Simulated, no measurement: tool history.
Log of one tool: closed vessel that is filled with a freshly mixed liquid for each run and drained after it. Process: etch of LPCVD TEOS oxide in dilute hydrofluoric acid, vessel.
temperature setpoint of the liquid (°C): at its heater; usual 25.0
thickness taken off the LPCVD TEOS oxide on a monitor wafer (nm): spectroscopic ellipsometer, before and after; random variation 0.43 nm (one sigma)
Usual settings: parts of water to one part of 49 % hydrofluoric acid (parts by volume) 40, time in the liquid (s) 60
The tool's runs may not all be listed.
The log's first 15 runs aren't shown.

run   hour  temperature setpoint of the liquid (°C)  parts of water to one part of 49 % hydrofluoric acid (parts by volume)  time in the liquid (s)  wafers since the last listed run  hours since the thermometer was replaced  hours since the hydrofluoric acid flow meter was replaced  hours since the gauge calibration  read-back film thickness of the LPCVD TEOS oxide reference wafer, read on the same gauge (nm)  thickness taken off the LPCVD TEOS oxide on a monitor wafer (nm)
 16  334.4                                     27.0                                                                      40                      60                              2490                                    2392.7                                                       36.2                              770.3                                                                                         149.98                                                             49.07
     364.0  -- gauge calibrated
 17  373.3                                     20.5                                                                      30                      35                              4383                                    2431.6                                                       75.1                                9.3                                                                                         149.96                                                             29.82
 18  390.2                                     28.5                                                                      40                      75                              1904                                    2448.5                                                       92.0                               26.2                                                                                         149.97                                                             65.07
 19  403.6                                     23.5                                                                      40                      60                              1510                                    2461.9                                                      105.4                               39.6                                                                                         150.00                                                             42.26
 20  416.1                                     23.0                                                                      50                      30                              1408                                    2474.4                                                      117.9                               52.1                                                                                         150.01                                                             16.55
     433.5  -- thermometer replaced
 21  494.3                                     27.0                                                                      40                      60                              8699                                      60.8                                                      196.1                              130.3                                                                                         149.97                                                             47.90
 22  519.4                                     28.0                                                                      40                      40                              2828                                      85.9                                                      221.2                              155.4                                                                                         149.95                                                             34.21
 23  553.8                                     25.0                                                                      50                      70                              3876                                     120.3                                                      255.6                              189.8                                                                                         149.97                                                             41.14
 24  586.7                                     23.0                                                                      40                      60                              3707                                     153.2                                                      288.5                              222.7                                                                                         149.99                                                             41.59
 25  618.5                                     23.0                                                                      45                      95                              3583                                     185.0                                                      320.3                              254.5                                                                                         149.98                                                             57.92
 26  635.1                                     29.5                                                                      40                      45                              1870                                     201.6                                                      336.9                              271.1                                                                                         150.00                                                             40.25
 27  667.5                                     25.0                                                                      40                      60                              3651                                     234.0                                                      369.3                              303.5                                                                                         149.96                                                             44.86
 28  694.2                                     27.5                                                                      50                      90                              3008                                     260.7                                                      396.0                              330.2                                                                                         150.03                                                             58.28
 29  725.4                                     22.5                                                                      50                      90                              3515                                     291.9                                                      427.2                              361.4                                                                                         150.03                                                             47.55
 30  738.1                                     25.0                                                                      40                      60                              1431                                     304.6                                                      439.9                              374.1                                                                                         149.99                                                             44.12
 31  766.7                                     21.5                                                                      50                      60                              3222                                     333.2                                                      468.5                              402.7                                                                                         150.00                                                             30.47
 32  788.2                                     25.0                                                                      55                      50                              2422                                     354.7                                                      490.0                              424.2                                                                                         150.06                                                             26.33

Forecast each of these 4 alternatives for the next run:
  A  788.9                                     25.0                                                                      40                      60                                78                                     355.4                                                      490.7                              424.9                                                                                              ?                                                                 ?
  B  788.9                                     22.5                                                                      40                      45                                78                                     355.4                                                      490.7                              424.9                                                                                              ?                                                                 ?
  C  788.9                                     29.5                                                                      60                      90                                78                                     355.4                                                      490.7                              424.9                                                                                              ?                                                                 ?
  D  788.9                                     25.0                                                                      30                      40                                78                                     355.4                                                      490.7                              424.9                                                                                              ?                                                                 ?

run  read-back film thickness of the LPCVD TEOS oxide reference wafer, read on the same gauge (nm)  thickness taken off the LPCVD TEOS oxide on a monitor wafer (nm)
  A                                                                                         150.03                                                             44.48
  B                                                                                         150.03                                                             30.07
  C                                                                                         150.03                                                             51.70
  D                                                                                         150.03                                                             40.11
Without the tool's hidden state the same runs would have given:
run  thickness taken off the LPCVD TEOS oxide on a monitor wafer (nm)
  A                                                             46.47
  B                                                             31.41
  C                                                             54.08
  D                                                             41.88
